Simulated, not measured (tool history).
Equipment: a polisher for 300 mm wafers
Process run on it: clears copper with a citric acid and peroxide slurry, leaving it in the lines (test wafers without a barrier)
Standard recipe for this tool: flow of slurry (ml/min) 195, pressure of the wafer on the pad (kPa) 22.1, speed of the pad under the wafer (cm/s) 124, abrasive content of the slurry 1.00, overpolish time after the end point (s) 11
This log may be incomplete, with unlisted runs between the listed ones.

run	hour	flow of slurry (ml/min)	pressure of the wafer on the pad (kPa)	speed of the pad under the wafer (cm/s)	abrasive content of the slurry	overpolish time after the end point (s)	incoming thickness of the incoming film, nm	time until the end point was called (s)	dishing of a wide line in a test structure (nm)
1	0.0	195	22.1	124	1.00	11	445.5	122.3	24.6
# hour 28.0: slurry blender recalibrated
2	46.6	195	22.1	124	1.00	11	441.5	116.7	25.9
# hour 64.5: slurry nozzle cleaned
3	116.1	195	22.1	124	1.00	11	448.1	119.0	24.8
# hour 172.0: worn pad replaced by a new one
4	172.3	195	24.1	148	1.00	11	445.0	96.1	31.0
5	222.1	195	22.1	124	1.00	11	445.4	121.4	25.1
6	272.0	195	22.1	124	1.00	13	441.8	122.8	29.3
7	326.9	195	22.1	124	1.00	13	446.0	117.7	29.6
8	394.9	175	22.1	124	0.85	11	454.8	130.9	24.9
# hour 438.2: worn pad replaced by a new one
9	466.3	175	22.1	124	0.85	11	446.2	127.1	23.9
# hour 485.0: slurry blender recalibrated
10	509.5	195	22.1	124	1.00	11	443.3	118.9	25.5
11	555.5	195	22.1	124	1.00	11	451.3	121.5	25.3
# hour 630.0: head pressure recalibrated
# hour 700.3: worn pad replaced by a new one
12	722.9	195	22.1	104	0.80	11	441.9	149.5	21.0
# hour 774.0: slurry nozzle cleaned
13	786.3	220	19.3	92	1.00	11	445.5	180.0	17.7
14	854.7	195	26.2	124	1.00	9	440.5	107.5	22.3
15	883.1	155	17.9	124	0.75	11	446.1	151.5	20.5
# hour 926.1: slurry blender recalibrated
# hour 949.7: worn pad replaced by a new one
16	950.2	195	22.1	124	1.00	11	442.4	118.1	25.3
17	1008.7	195	22.1	124	1.00	11	449.9	118.7	25.4

The next listed run, before its measurement:
18	1072.5	145	25.5	110	1.00	14	442.4	?	?

Run 18 measured time until the end point was called (s) 126.4, dishing of a wide line in a test structure (nm) 29.0.
On a tool with no hidden condition, and with the same random variation, this run would have come out at time until the end point was called (s) 122.0, dishing of a wide line in a test structure (nm) 29.8.

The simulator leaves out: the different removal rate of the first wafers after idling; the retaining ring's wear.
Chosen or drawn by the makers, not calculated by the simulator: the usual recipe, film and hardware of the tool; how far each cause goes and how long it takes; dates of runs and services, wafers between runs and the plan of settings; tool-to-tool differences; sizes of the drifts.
